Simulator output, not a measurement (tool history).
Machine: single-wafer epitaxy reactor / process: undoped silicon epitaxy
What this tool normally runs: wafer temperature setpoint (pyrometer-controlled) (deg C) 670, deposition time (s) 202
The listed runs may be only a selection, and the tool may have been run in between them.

| run | hour | wafer temperature setpoint (pyrometer-controlled) (deg C) | deposition time (s) | wafers since the last listed run | hours since the last pyrometer calibration | hours since the gauge calibration | read-back reference wafer on the same gauge, thickness_nm | mean film thickness on the monitor wafer (angstrom) |
|---|---|---|---|---|---|---|---|---|
| 1 | 0.0 | 664 | 179 | 0 | 2510.0 | 91.9 | 56.622 | 331.90 |
| 2 | 16.6 | 670 | 202 | 162 | 2526.6 | 108.5 | 56.611 | 427.30 |
| 3 | 25.2 | 670 | 202 | 84 | 2535.2 | 117.1 | 56.574 | 431.08 |
| 4 | 36.8 | 670 | 202 | 113 | 2546.8 | 128.7 | 56.525 | 429.25 |
| 5 | 54.2 | 670 | 202 | 170 | 2564.2 | 146.1 | 56.552 | 429.21 |
| 6 | 61.0 | 670 | 202 | 66 | 2571.0 | 152.9 | 56.559 | 428.67 |
| 7 | 87.5 | 670 | 202 | 258 | 2597.5 | 179.4 | 56.558 | 430.67 |
| 8 | 94.4 | 670 | 202 | 67 | 2604.4 | 186.3 | 56.532 | 429.56 |
| 9 | 105.9 | 670 | 202 | 112 | 2615.9 | 197.8 | 56.582 | 427.55 |
| 10 | 132.0 | 670 | 202 | 255 | 2642.0 | 223.9 | 56.599 | 426.07 |
| 11 | 146.3 | 670 | 202 | 139 | 2656.3 | 238.2 | 56.648 | 426.56 |
| 12 | 159.8 | 670 | 202 | 131 | 2669.8 | 251.7 | 56.594 | 424.43 |
| 13 | 176.2 | 670 | 202 | 160 | 2686.2 | 268.1 | 56.595 | 423.71 |
| 14 | 182.2 | 670 | 202 | 58 | 2692.2 | 274.1 | 56.621 | 424.32 |
| 15 | 196.4 | 670 | 202 | 138 | 2706.4 | 288.3 | 56.590 | 422.96 |
| 16 | 211.9 | 670 | 202 | 151 | 2721.9 | 303.8 | 56.591 | 421.87 |
| 17 | 226.2 | 670 | 202 | 139 | 2736.2 | 318.1 | 56.619 | 420.68 |
| 18 | 239.6 | 670 | 202 | 130 | 2749.6 | 331.5 | 56.603 | 422.10 |
| 19 | 247.1 | 670 | 169 | 73 | 2757.1 | 339.0 | 56.609 | 352.05 |
| 20 | 253.2 | 661 | 175 | 59 | 2763.2 | 345.1 | 56.571 | 291.57 |
| 21 | 266.2 | 677 | 241 | 127 | 2776.2 | 358.1 | 56.579 | 596.40 |
| 22 | 273.2 | 670 | 236 | 68 | 2783.2 | 365.1 | 56.554 | 491.70 |
|  | 290.0 | pyrometer calibrated |
| 23 | 290.5 | 677 | 202 | 90 | 0.5 | 382.4 | 56.615 | 561.30 |
| 24 | 296.8 | 670 | 202 | 61 | 6.8 | 388.7 | 56.587 | 474.96 |
| 25 | 304.6 | 670 | 219 | 76 | 14.6 | 396.5 | 56.677 | 515.27 |
| 26 | 314.3 | 666 | 232 | 94 | 24.3 | 406.2 | 56.533 | 494.46 |
|  | 325.8 | gauge calibrated |
| 27 | 327.7 | 675 | 232 | 130 | 37.7 | 1.9 | 56.579 | 610.76 |
| 28 | 340.9 | 684 | 167 | 128 | 50.9 | 15.1 | 56.649 | 544.71 |
| 29 | 356.3 | 660 | 181 | 150 | 66.3 | 30.5 | 56.632 | 334.07 |
| 30 | 370.8 | 661 | 202 | 141 | 80.8 | 45.0 | 56.629 | 381.58 |
| 31 | 378.2 | 662 | 217 | 72 | 88.2 | 52.4 | 56.596 | 419.01 |
| 32 | 386.9 | 670 | 202 | 85 | 96.9 | 61.1 | 56.567 | 476.58 |
| 33 | 400.2 | 679 | 162 | 129 | 110.2 | 74.4 | 56.588 | 470.26 |
| 34 | 415.2 | 662 | 231 | 146 | 125.2 | 89.4 | 56.564 | 447.12 |
| 35 | 421.7 | 670 | 202 | 63 | 131.7 | 95.9 | 56.573 | 473.09 |
| 36 | 431.4 | 675 | 170 | 94 | 141.4 | 105.6 | 56.573 | 448.63 |

Pick out some run-to-run changes in mean film thickness on the monitor wafer (angstrom). Of each, how much would a tool without hidden state show as well, from the settings, what came in and chance, and how much is left for the hidden state and any gauge scatter not in both results compared?
What the log doesn't record here: wafer temperature above the value expected at the setpoint (K); gauge reads high (%).
Run 20 -> 21: wafer temperature setpoint (pyrometer-controlled) (deg C) 661 -> 677, deposition time (s) 175 -> 241. mean film thickness on the monitor wafer (angstrom) +304.83: hidden state -42.55, all else +347.38.
Run 21 -> 22: wafer temperature setpoint (pyrometer-controlled) (deg C) 677 -> 670, deposition time (s) 241 -> 236. mean film thickness on the monitor wafer (angstrom) -104.70: hidden state +13.41, all else -118.11.
Run 22 -> 23: wafer temperature setpoint (pyrometer-controlled) (deg C) 670 -> 677, deposition time (s) 236 -> 202, pyrometer calibrated. mean film thickness on the monitor wafer (angstrom) +69.60: hidden state +62.70, all else +6.90.
Run 26 -> 27: wafer temperature setpoint (pyrometer-controlled) (deg C) 666 -> 675, gauge calibrated. mean film thickness on the monitor wafer (angstrom) +116.30: hidden state -1.85, all else +118.15.
Run 28 -> 29: wafer temperature setpoint (pyrometer-controlled) (deg C) 684 -> 660, deposition time (s) 167 -> 181. mean film thickness on the monitor wafer (angstrom) -210.64: hidden state +3.27, all else -213.91.
